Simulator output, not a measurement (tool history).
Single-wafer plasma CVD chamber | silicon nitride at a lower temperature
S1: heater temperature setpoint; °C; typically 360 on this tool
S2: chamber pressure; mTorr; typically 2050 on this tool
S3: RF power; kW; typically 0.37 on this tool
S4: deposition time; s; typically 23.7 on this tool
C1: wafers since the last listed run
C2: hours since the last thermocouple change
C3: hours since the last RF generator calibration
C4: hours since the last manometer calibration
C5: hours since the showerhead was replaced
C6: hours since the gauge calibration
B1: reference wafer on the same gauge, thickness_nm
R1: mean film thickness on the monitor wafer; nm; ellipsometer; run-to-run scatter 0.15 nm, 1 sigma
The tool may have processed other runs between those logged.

run,hour,S1,S2,S3,S4,C1,C2,C3,C4,C5,C6,B1,R1
1,0,360,2050,0.37,23.7,0,1190.6,172.2,2044,3220,470.9,30.025,32.412
2,30.5,360,2050,0.37,23.7,936,1221.1,202.7,2074.5,3250.5,501.4,29.995,32.359
3,57.8,360,2050,0.37,23.7,838,1248.4,230,2101.8,3277.8,528.7,29.954,32.279
4,121.5,360,2050,0.37,23.7,1956,1312.1,293.7,2165.5,3341.5,592.4,29.971,32.237
5,152.3,360,2050,0.37,23.7,946,1342.9,324.5,2196.3,3372.3,623.2,30.01,32.085
6,189,360,2050,0.37,23.7,1127,1379.6,361.2,2233,3409,659.9,29.991,32.462
7,226.7,360,2050,0.37,23.7,1158,1417.3,398.9,2270.7,3446.7,697.6,29.937,32.122
8,384.7,360,2050,0.37,23.7,4853,1575.3,556.9,2428.7,3604.7,855.6,30.018,32.034
9,443.3,360,2050,0.37,23.7,1800,1633.9,615.5,2487.3,3663.3,914.2,30.007,31.744
10,493.9,360,2050,0.37,23.7,1554,1684.5,666.1,2537.9,3713.9,964.8,30.016,31.941
11,529.1,360,2050,0.37,23.7,1081,1719.7,701.3,2573.1,3749.1,1000,30.046,31.866
# hour 562.7: capacitance manometer re-zeroed and calibrated
12,574.7,360,2050,0.37,23.7,1154,1765.3,746.9,12,3794.7,1045.6,29.915,32.94
13,625.5,360,2050,0.37,23.7,1560,1816.1,797.7,62.8,3845.5,1096.4,30.028,33.171
14,653.5,368,1710,0.37,23.7,860,1844.1,825.7,90.8,3873.5,1124.4,29.936,30.369
# hour 656.2: gauge calibrated
15,687.5,360,2490,0.31,23.7,1044,1878.1,859.7,124.8,3907.5,31.3,29.934,30.465
# hour 696.3: showerhead replaced
16,732.4,360,2050,0.37,23.7,1133,1923,904.6,169.7,36.1,76.2,30.018,32.706
# hour 750.9: RF generator calibrated
17,762.3,360,2260,0.325,23.7,672,1952.9,11.4,199.6,66,106.1,30.005,31.918
18,786.8,346,2050,0.37,21.1,752,1977.4,35.9,224.1,90.5,130.6,30.022,30.257
19,838.8,366,2300,0.37,23.7,1597,2029.4,87.9,276.1,142.5,182.6,29.971,35.333
20,879.7,370,2050,0.37,23.7,1256,2070.3,128.8,317,183.4,223.5,30.06,33.376
# hour 891: thermocouple changed; heater temperature recalibrated
21,929.8,360,2050,0.3,23.7,1293,38.8,178.9,367.1,233.5,273.6,30.033,28.297
22,971.6,360,2050,0.37,23.7,1283,80.6,220.7,408.9,275.3,315.4,30.066,33.528
23,1020.8,360,2050,0.37,23.7,1511,129.8,269.9,458.1,324.5,364.6,29.998,33.039
24,1072.5,360,2050,0.34,23.7,1588,181.5,321.6,509.8,376.2,416.3,30.012,31.036
25,1121.1,360,2210,0.37,22.3,1492,230.1,370.2,558.4,424.8,464.9,29.961,32.07
26,1185.9,360,2050,0.37,23.7,1990,294.9,435,623.2,489.6,529.7,29.997,32.802
27,1238.4,368,2350,0.39,21.3,1612,347.4,487.5,675.7,542.1,582.2,30.042,32.319
28,1278.8,360,2050,0.37,23.7,1240,387.8,527.9,716.1,582.5,622.6,29.937,32.796
29,1341,360,2050,0.37,23.7,1910,450,590.1,778.3,644.7,684.8,30.081,32.875

3 options for the next run, each taken on its own from the tool as it stands now. Forecast them:
A,1341.4,360,2050,0.37,23.7,12,450.4,590.5,778.7,645.1,685.2,?,?
B,1341.4,349,1900,0.37,23.7,12,450.4,590.5,778.7,645.1,685.2,?,?
C,1341.4,374,2050,0.37,25.7,12,450.4,590.5,778.7,645.1,685.2,?,?

run,B1,R1
A,29.983,32.879
B,29.983,31.978
C,29.983,35.453
Had the tool no hidden state, the same runs would have come out as:
run,R1
A,34.386
B,33.462
C,37.078

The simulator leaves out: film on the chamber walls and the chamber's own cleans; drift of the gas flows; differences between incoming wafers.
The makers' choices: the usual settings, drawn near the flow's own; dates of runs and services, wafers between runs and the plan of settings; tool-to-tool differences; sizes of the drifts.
